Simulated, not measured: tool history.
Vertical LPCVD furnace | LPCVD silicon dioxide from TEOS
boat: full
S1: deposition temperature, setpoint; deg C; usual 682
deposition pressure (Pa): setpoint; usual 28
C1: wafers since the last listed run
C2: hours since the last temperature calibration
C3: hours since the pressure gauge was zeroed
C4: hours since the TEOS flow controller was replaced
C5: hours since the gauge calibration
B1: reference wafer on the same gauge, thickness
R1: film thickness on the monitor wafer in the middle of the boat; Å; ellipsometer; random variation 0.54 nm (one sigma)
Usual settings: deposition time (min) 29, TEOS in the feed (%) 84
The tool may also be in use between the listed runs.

Run 1, day 0: usual settings; C1 0; C2 1406.2; C3 2647.1; C4 5084.6; C5 518.4; B1 129.9. Result: R1 1364.1 Å.
Run 2, day 1.633: usual settings; C1 506; C2 1445.4; C3 2686.3; C4 5123.8; C5 557.6; B1 129.99. Result: R1 1385 Å.
Run 3, day 4.612: usual settings; C1 923; C2 1516.9; C3 2757.8; C4 5195.3; C5 629.1; B1 130.05. Result: R1 1364.8 Å.
Run 4, day 6.012: usual settings but TEOS in the feed (%) 92; C1 434; C2 1550.5; C3 2791.4; C4 5228.9; C5 662.7; B1 129.95. Result: R1 1429.4 Å.
Run 5, day 7.017: usual settings but TEOS in the feed (%) 92; C1 311; C2 1574.6; C3 2815.5; C4 5253; C5 686.8; B1 129.87. Result: R1 1446.5 Å.
Run 6, day 9.208: usual settings but TEOS in the feed (%) 92; C1 679; C2 1627.2; C3 2868.1; C4 5305.6; C5 739.4; B1 129.96. Result: R1 1446.2 Å.
Run 7, day 11.338: usual settings but S1 674 deg C; C1 660; C2 1678.3; C3 2919.2; C4 5356.7; C5 790.5; B1 129.9. Result: R1 1146.2 Å.
Run 8, day 15.912: usual settings but S1 674 deg C; C1 1418; C2 1788.1; C3 3029; C4 5466.5; C5 900.3; B1 130.16. Result: R1 1143.8 Å.
Run 9, day 17.521: usual settings but S1 676 deg C; C1 498; C2 1826.7; C3 3067.6; C4 5505.1; C5 938.9; B1 129.99. Result: R1 1214.4 Å.
Run 10, day 19.308: usual settings but S1 676 deg C; C1 554; C2 1869.6; C3 3110.5; C4 5548; C5 981.8; B1 130.02. Result: R1 1202.4 Å.
Run 11, day 20.612: usual settings but deposition time (min) 38.5; C1 404; C2 1900.9; C3 3141.8; C4 5579.3; C5 1013.1; B1 130.13. Result: R1 1847.7 Å.
Run 12, day 21.975: usual settings but deposition time (min) 38.5; C1 422; C2 1933.6; C3 3174.5; C4 5612; C5 1045.8; B1 130.13. Result: R1 1848.6 Å.
Run 13, day 24.008: usual settings but deposition time (min) 21.5; C1 630; C2 1982.4; C3 3223.3; C4 5660.8; C5 1094.6; B1 130.02. Result: R1 1040.6 Å.
At day 25.375: thermocouples replaced and temperature profile calibrated.
Run 14, day 25.396: usual settings but deposition time (min) 21.5; C1 120; C2 0.5; C3 3256.6; C4 5694.1; C5 1127.9; B1 129.87. Result: R1 1081.6 Å.
Run 15, day 27.683: usual settings but deposition time (min) 21.5; C1 709; C2 55.4; C3 3311.5; C4 5749; C5 1182.8; B1 130.01. Result: R1 1082.7 Å.
At day 28.95: gauge calibrated.
Run 16, day 29.854: usual settings; C1 673; C2 107.5; C3 3363.6; C4 5801.1; C5 21.7; B1 129.91. Result: R1 1456.5 Å.
Run 17, day 31.008: usual settings but S1 691 deg C, deposition pressure (Pa) 25.3, deposition time (min) 25.5, TEOS in the feed (%) 97; C1 357; C2 135.2; C3 3391.3; C4 5828.8; C5 49.4; B1 130.2. Result: R1 1633.9 Å.
Run 18, day 32.729: usual settings; C1 533; C2 176.5; C3 3432.6; C4 5870.1; C5 90.7; B1 130.08. Result: R1 1476.5 Å.
Run 19, day 34.108: usual settings; C1 427; C2 209.6; C3 3465.7; C4 5903.2; C5 123.8; B1 129.92. Result: R1 1474.5 Å.
At day 35.925: TEOS flow controller replaced.
At day 36.921: pressure gauge zeroed.
Run 20, day 36.992: usual settings but deposition time (min) 21.5; C1 275; C2 278.8; C3 1.7; C4 25.6; C5 193; B1 129.96. Result: R1 1084.9 Å.
Run 21, day 38.05: usual settings but deposition pressure (Pa) 30; C1 328; C2 304.2; C3 27.1; C4 51; C5 218.4; B1 130.01. Result: R1 1526.2 Å.
At day 40.108: thermocouples replaced and temperature profile calibrated, repeated, since the last time left the tool worse.
Run 22, day 40.321: usual settings; C1 394; C2 5.1; C3 81.6; C4 105.5; C5 272.9; B1 130.07. Result: R1 1316.9 Å.
Run 23, day 42.729: usual settings but S1 670 deg C, deposition time (min) 38; C1 746; C2 62.9; C3 139.4; C4 163.3; C5 330.7; B1 130. Result: R1 1286.7 Å.
Run 24, day 43.862: usual settings but deposition pressure (Pa) 23.3, deposition time (min) 21.5; C1 351; C2 90.1; C3 166.6; C4 190.5; C5 357.9; B1 129.93. Result: R1 892.2 Å.
Run 25, day 45.188: usual settings but S1 671 deg C, deposition time (min) 20, TEOS in the feed (%) 92; C1 410; C2 121.9; C3 198.4; C4 222.3; C5 389.7; B1 129.95. Result: R1 728.3 Å.
Run 26, day 46.667: usual settings but S1 693 deg C, deposition time (min) 40, TEOS in the feed (%) 89; C1 458; C2 157.4; C3 233.9; C4 257.8; C5 425.2; B1 130.04. Result: R1 2441.5 Å.
Run 27, day 55.608: usual settings but S1 674 deg C, TEOS in the feed (%) 97; C1 2772; C2 372; C3 448.5; C4 472.4; C5 639.8; B1 130.05. Result: R1 1169.6 Å.
Run 28, day 57.121: usual settings but deposition pressure (Pa) 21.3, deposition time (min) 18.5; C1 469; C2 408.3; C3 484.8; C4 508.7; C5 676.1; B1 129.92. Result: R1 740.5 Å.
Run 29, day 58.429: usual settings but S1 686 deg C, deposition pressure (Pa) 24.7, deposition time (min) 19.5, TEOS in the feed (%) 97; C1 405; C2 439.7; C3 516.2; C4 540.1; C5 707.5; B1 129.98. Result: R1 992.4 Å.
Run 30, day 59.996: usual settings but S1 673 deg C, TEOS in the feed (%) 70; C1 485; C2 477.3; C3 553.8; C4 577.7; C5 745.1; B1 129.89. Result: R1 977.7 Å.
Run 31, day 62.654: usual settings but S1 692 deg C, deposition pressure (Pa) 24.7, deposition time (min) 21.5, TEOS in the feed (%) 77; C1 824; C2 541.1; C3 617.6; C4 641.5; C5 808.9; B1 130.06. Result: R1 1132.1 Å.
Run 32, day 65.262: usual settings but deposition time (min) 37.5, TEOS in the feed (%) 89; C1 808; C2 603.7; C3 680.2; C4 704.1; C5 871.5; B1 129.89. Result: R1 1770.8 Å.

3 ways to go on from here, each from the tool as it stands after run 32. What would each give?
Run A, day 65.433: usual settings but deposition pressure (Pa) 22.7; C1 52; C2 607.8; C3 684.3; C4 708.2; C5 875.6; B1 ?. Result: R1 ?.
Run B, day 65.433: usual settings but S1 676 deg C, deposition time (min) 26; C1 52; C2 607.8; C3 684.3; C4 708.2; C5 875.6; B1 ?. Result: R1 ?.
Run C, day 65.433: usual settings but S1 694 deg C; C1 52; C2 607.8; C3 684.3; C4 708.2; C5 875.6; B1 ?. Result: R1 ?.

run      B1      R1
  A  130.13  1202.4
  B  130.13  1035.9
  C  130.13  1778.3
Without the tool's hidden state the same runs would have given:
run      R1
  A  1175.7
  B  1012.6
  C  1739.8
